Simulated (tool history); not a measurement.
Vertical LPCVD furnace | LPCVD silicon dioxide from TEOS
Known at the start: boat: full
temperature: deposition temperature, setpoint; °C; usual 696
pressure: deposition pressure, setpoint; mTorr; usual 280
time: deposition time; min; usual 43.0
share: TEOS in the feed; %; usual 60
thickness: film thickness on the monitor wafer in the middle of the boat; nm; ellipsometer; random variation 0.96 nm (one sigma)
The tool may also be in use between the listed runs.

run    hour  temperature  pressure  time  share  wafers since the last listed run  hours since the last temperature calibration  hours since the pressure gauge was zeroed  hours since the TEOS flow controller was replaced  hours since the gauge calibration  read-back reference wafer on the same gauge, thickness  thickness
  1     0.0          696       280  43.0     60                                 0                                        3229.8                                     4274.7                                             1978.5                             1019.8                                                  291.89     264.16
  2    33.8          696       280  56.0     60                               449                                        3263.6                                     4308.5                                             2012.3                             1053.6                                                  291.65     343.26
  3    98.3          705       255  43.0     60                               857                                        3328.1                                     4373.0                                             2076.8                             1118.1                                                  291.79     311.44
  4   144.4          705       255  43.0     60                               613                                        3374.2                                     4419.1                                             2122.9                             1164.2                                                  292.12     312.80
  5   186.3          705       255  43.0     60                               557                                        3416.1                                     4461.0                                             2164.8                             1206.1                                                  292.22     312.00
  6   212.4          696       280  43.0     60                               347                                        3442.2                                     4487.1                                             2190.9                             1232.2                                                  292.14     264.48
  7   416.7          696       280  43.0     60                              2717                                        3646.5                                     4691.4                                             2395.2                             1436.5                                                  291.72     265.03
  8   481.6          689       240  43.0     60                               863                                        3711.4                                     4756.3                                             2460.1                             1501.4                                                  291.94     210.29
  9   505.6          689       240  43.0     60                               319                                        3735.4                                     4780.3                                             2484.1                             1525.4                                                  292.19     208.44
 10   545.0          689       240  43.0     60                               524                                        3774.8                                     4819.7                                             2523.5                             1564.8                                                  292.18     208.70
      589.2  -- pressure gauge zeroed
 11   589.7          696       280  43.0     60                               275                                        3819.5                                        0.5                                             2568.2                             1609.5                                                  291.74     265.53
 12   649.2          696       280  43.0     60                               791                                        3879.0                                       60.0                                             2627.7                             1669.0                                                  291.85     268.27
 13   703.7          696       280  43.0     60                               724                                        3933.5                                      114.5                                             2682.2                             1723.5                                                  291.81     265.99
 14   738.0          688       280  53.0     60                               456                                        3967.8                                      148.8                                             2716.5                             1757.8                                                  292.33     271.10
      772.5  -- gauge calibrated
      817.5  -- thermocouples replaced and temperature profile calibrated
 15   818.0          707       280  43.0     60                               744                                           0.5                                      228.8                                             2796.5                               45.5                                                  291.91     329.89
      865.7  -- TEOS flow controller replaced
 16   866.2          692       280  31.5     65                               321                                          48.7                                      277.0                                                0.5                               93.7                                                  291.92     177.92
 17   874.2          704       250  60.0     67                               106                                          56.7                                      285.0                                                8.5                              101.7                                                  291.97     427.87
 18   917.5          692       280  31.5     65                               575                                         100.0                                      328.3                                               51.8                              145.0                                                  291.96     179.21
 19   968.7          696       280  34.0     60                               680                                         151.2                                      379.5                                              103.0                              196.2                                                  291.77     201.18
 20  1013.6          692       240  33.5     48                               597                                         196.1                                      424.4                                              147.9                              241.1                                                  292.58     150.90
 21  1158.7          696       320  43.0     60                              1929                                         341.2                                      569.5                                              293.0                              386.2                                                  292.30     273.82
 22  1228.3          696       280  43.0     60                               925                                         410.8                                      639.1                                              362.6                              455.8                                                  291.94     255.49
 23  1271.2          696       280  43.0     60                               570                                         453.7                                      682.0                                              405.5                              498.7                                                  291.86     256.67
 24  1311.2          686       345  43.0     70                               532                                         493.7                                      722.0                                              445.5                              538.7                                                  291.65     244.70
 25  1360.3          696       280  33.0     55                               653                                         542.8                                      771.1                                              494.6                              587.8                                                  292.01     190.03
 26  1402.6          696       280  55.5     60                               562                                         585.1                                      813.4                                              536.9                              630.1                                                  291.99     331.84
 27  1468.1          704       230  43.0     68                               871                                         650.6                                      878.9                                              602.4                              695.6                                                  292.44     300.18
 28  1506.5          696       280  53.0     57                               510                                         689.0                                      917.3                                              640.8                              734.0                                                  291.93     309.42
 29  1560.9          696       280  43.0     68                               723                                         743.4                                      971.7                                              695.2                              788.4                                                  292.09     275.59
 30  1596.0          704       250  60.0     67                               466                                         778.5                                     1006.8                                              730.3                              823.5                                                  291.79     433.71
 31  1802.1          696       280  43.0     60                              2741                                         984.6                                     1212.9                                              936.4                             1029.6                                                  292.13     256.81
 32  1837.8          696       345  43.0     60                               474                                        1020.3                                     1248.6                                              972.1                             1065.3                                                  291.60     288.17

Forecast each of these 3 alternatives for the next run:
  A  1843.1          684       280  43.0     60                                70                                        1025.6                                     1253.9                                              977.4                             1070.6                                                       ?          ?
  B  1843.1          707       325  49.0     65                                70                                        1025.6                                     1253.9                                              977.4                             1070.6                                                       ?          ?
  C  1843.1          696       280  58.5     70                                70                                        1025.6                                     1253.9                                              977.4                             1070.6                                                       ?          ?

run  read-back reference wafer on the same gauge, thickness  thickness
  A                                                  291.98     194.03
  B                                                  291.98     425.24
  C                                                  291.98     379.03
Without the tool's hidden state the same runs would have given:
run  thickness
  A     191.79
  B     420.57
  C     374.77
